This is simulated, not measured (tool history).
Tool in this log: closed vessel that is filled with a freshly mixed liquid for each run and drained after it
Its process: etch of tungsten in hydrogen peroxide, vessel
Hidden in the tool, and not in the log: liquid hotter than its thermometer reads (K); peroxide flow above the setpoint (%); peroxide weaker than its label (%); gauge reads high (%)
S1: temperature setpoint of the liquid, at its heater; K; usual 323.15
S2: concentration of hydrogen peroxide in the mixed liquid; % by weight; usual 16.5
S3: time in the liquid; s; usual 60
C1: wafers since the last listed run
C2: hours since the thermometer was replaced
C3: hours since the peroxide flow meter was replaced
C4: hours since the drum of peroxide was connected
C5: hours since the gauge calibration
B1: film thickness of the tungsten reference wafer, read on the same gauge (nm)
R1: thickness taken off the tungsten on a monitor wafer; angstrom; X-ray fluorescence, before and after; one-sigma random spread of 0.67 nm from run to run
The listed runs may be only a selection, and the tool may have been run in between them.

run 1 day=0.000 | S1=323.15 S2=16.5 S3=60 | C1=0 C2=1013.6 C3=1513.9 C4=138.3 C5=475.9 | B1=70.02 | R1=737.4
run 2 day=1.221 | S1=328.65 S2=16.5 S3=80 | C1=2020 C2=1042.9 C3=1543.2 C4=167.6 C5=505.2 | B1=69.97 | R1=1344.5
run 3 day=2.621 | S1=325.65 S2=16.5 S3=60 | C1=2316 C2=1076.5 C3=1576.8 C4=201.2 C5=538.8 | B1=70.00 | R1=866.3
run 4 day=3.733 | S1=325.65 S2=16.5 S3=60 | C1=1840 C2=1103.2 C3=1603.5 C4=227.9 C5=565.5 | B1=70.00 | R1=848.4
run 5 day=4.742 | S1=325.65 S2=16.5 S3=60 | C1=1668 C2=1127.4 C3=1627.7 C4=252.1 C5=589.7 | B1=69.99 | R1=835.4
run 6 day=5.567 | S1=323.15 S2=16.5 S3=60 | C1=1365 C2=1147.2 C3=1647.5 C4=271.9 C5=609.5 | B1=70.02 | R1=732.6
run 7 day=6.296 | S1=323.15 S2=16.5 S3=60 | C1=1206 C2=1164.7 C3=1665.0 C4=289.4 C5=627.0 | B1=70.00 | R1=731.1
run 8 day=8.121 | S1=323.15 S2=16.5 S3=60 | C1=3019 C2=1208.5 C3=1708.8 C4=333.2 C5=670.8 | B1=70.01 | R1=722.4
run 9 day=8.629 | S1=323.15 S2=16.5 S3=60 | C1=841 C2=1220.7 C3=1721.0 C4=345.4 C5=683.0 | B1=69.99 | R1=725.9
run 10 day=9.921 | S1=323.15 S2=16.5 S3=60 | C1=2137 C2=1251.7 C3=1752.0 C4=376.4 C5=714.0 | B1=70.00 | R1=723.9
-- day=10.538 thermometer replaced
run 11 day=10.771 | S1=323.15 S2=16.5 S3=60 | C1=1337 C2=5.6 C3=1772.4 C4=396.8 C5=734.4 | B1=69.98 | R1=716.0
-- day=11.742 gauge calibrated
run 12 day=11.950 | S1=323.15 S2=16.5 S3=60 | C1=1951 C2=33.9 C3=1800.7 C4=425.1 C5=5.0 | B1=70.00 | R1=717.8
-- day=12.688 peroxide flow meter replaced
run 13 day=13.350 | S1=323.15 S2=16.5 S3=60 | C1=2247 C2=67.5 C3=15.9 C4=458.7 C5=38.6 | B1=70.01 | R1=729.6
run 14 day=13.988 | S1=323.15 S2=16.5 S3=60 | C1=1054 C2=82.8 C3=31.2 C4=474.0 C5=53.9 | B1=70.01 | R1=720.2
run 15 day=14.892 | S1=323.15 S2=16.5 S3=60 | C1=1496 C2=104.5 C3=52.9 C4=495.7 C5=75.6 | B1=70.01 | R1=730.2
run 16 day=16.029 | S1=323.15 S2=14.0 S3=85 | C1=1882 C2=131.8 C3=80.2 C4=523.0 C5=102.9 | B1=69.98 | R1=935.1
run 17 day=16.617 | S1=323.15 S2=19.0 S3=60 | C1=972 C2=145.9 C3=94.3 C4=537.1 C5=117.0 | B1=69.97 | R1=781.9
run 18 day=17.346 | S1=323.15 S2=20.0 S3=70 | C1=1206 C2=163.4 C3=111.8 C4=554.6 C5=134.5 | B1=70.02 | R1=919.2
run 19 day=20.446 | S1=331.15 S2=16.5 S3=75 | C1=5129 C2=237.8 C3=186.2 C4=629.0 C5=208.9 | B1=69.99 | R1=1433.5
run 20 day=21.704 | S1=323.15 S2=16.5 S3=60 | C1=2082 C2=268.0 C3=216.4 C4=659.2 C5=239.1 | B1=70.04 | R1=716.4
run 21 day=22.283 | S1=323.15 S2=20.5 S3=60 | C1=958 C2=281.9 C3=230.3 C4=673.1 C5=253.0 | B1=69.95 | R1=789.6
run 22 day=23.379 | S1=331.65 S2=16.5 S3=75 | C1=1813 C2=308.2 C3=256.6 C4=699.4 C5=279.3 | B1=69.98 | R1=1487.9
-- day=24.558 new drum of peroxide connected
run 23 day=24.796 | S1=329.65 S2=20.5 S3=80 | C1=2275 C2=342.2 C3=290.6 C4=5.7 C5=313.3 | B1=70.01 | R1=1618.5
run 24 day=25.342 | S1=323.15 S2=16.5 S3=60 | C1=903 C2=355.3 C3=303.7 C4=18.8 C5=326.4 | B1=69.98 | R1=744.4
run 25 day=26.542 | S1=332.15 S2=12.0 S3=85 | C1=1985 C2=384.1 C3=332.5 C4=47.6 C5=355.2 | B1=70.01 | R1=1544.2
run 26 day=27.938 | S1=323.15 S2=16.5 S3=60 | C1=2309 C2=417.6 C3=366.0 C4=81.1 C5=388.7 | B1=70.01 | R1=732.6
run 27 day=28.483 | S1=323.15 S2=14.0 S3=85 | C1=903 C2=430.7 C3=379.1 C4=94.2 C5=401.8 | B1=70.03 | R1=968.9
run 28 day=29.333 | S1=326.15 S2=20.5 S3=60 | C1=1406 C2=451.1 C3=399.5 C4=114.6 C5=422.2 | B1=69.98 | R1=1002.6
run 29 day=29.954 | S1=323.15 S2=16.5 S3=60 | C1=1027 C2=466.0 C3=414.4 C4=129.5 C5=437.1 | B1=69.99 | R1=745.7
run 30 day=31.154 | S1=323.15 S2=12.0 S3=50 | C1=1985 C2=494.8 C3=443.2 C4=158.3 C5=465.9 | B1=69.94 | R1=520.3

Consider 4 possible next runs. They are alternatives, not a sequence: every one starts from the tool as it was left by run 30. What does each give?
run A day=31.183 | S1=323.15 S2=16.5 S3=60 | C1=48 C2=495.5 C3=443.9 C4=159.0 C5=466.6 | B1=? | R1=?
run B day=31.183 | S1=317.65 S2=19.0 S3=80 | C1=48 C2=495.5 C3=443.9 C4=159.0 C5=466.6 | B1=? | R1=?
run C day=31.183 | S1=323.15 S2=14.5 S3=60 | C1=48 C2=495.5 C3=443.9 C4=159.0 C5=466.6 | B1=? | R1=?
run D day=31.183 | S1=329.15 S2=14.5 S3=80 | C1=48 C2=495.5 C3=443.9 C4=159.0 C5=466.6 | B1=? | R1=?

run=A B1=70.01 R1=735.1
run=B B1=70.01 R1=747.1
run=C B1=70.01 R1=689.1
run=D B1=70.01 R1=1316.9
Take away the tool's hidden state, keep each run's random variation, and the runs would have read:
run=A R1=742.1
run=B R1=754.3
run=C R1=695.7
run=D R1=1329.5

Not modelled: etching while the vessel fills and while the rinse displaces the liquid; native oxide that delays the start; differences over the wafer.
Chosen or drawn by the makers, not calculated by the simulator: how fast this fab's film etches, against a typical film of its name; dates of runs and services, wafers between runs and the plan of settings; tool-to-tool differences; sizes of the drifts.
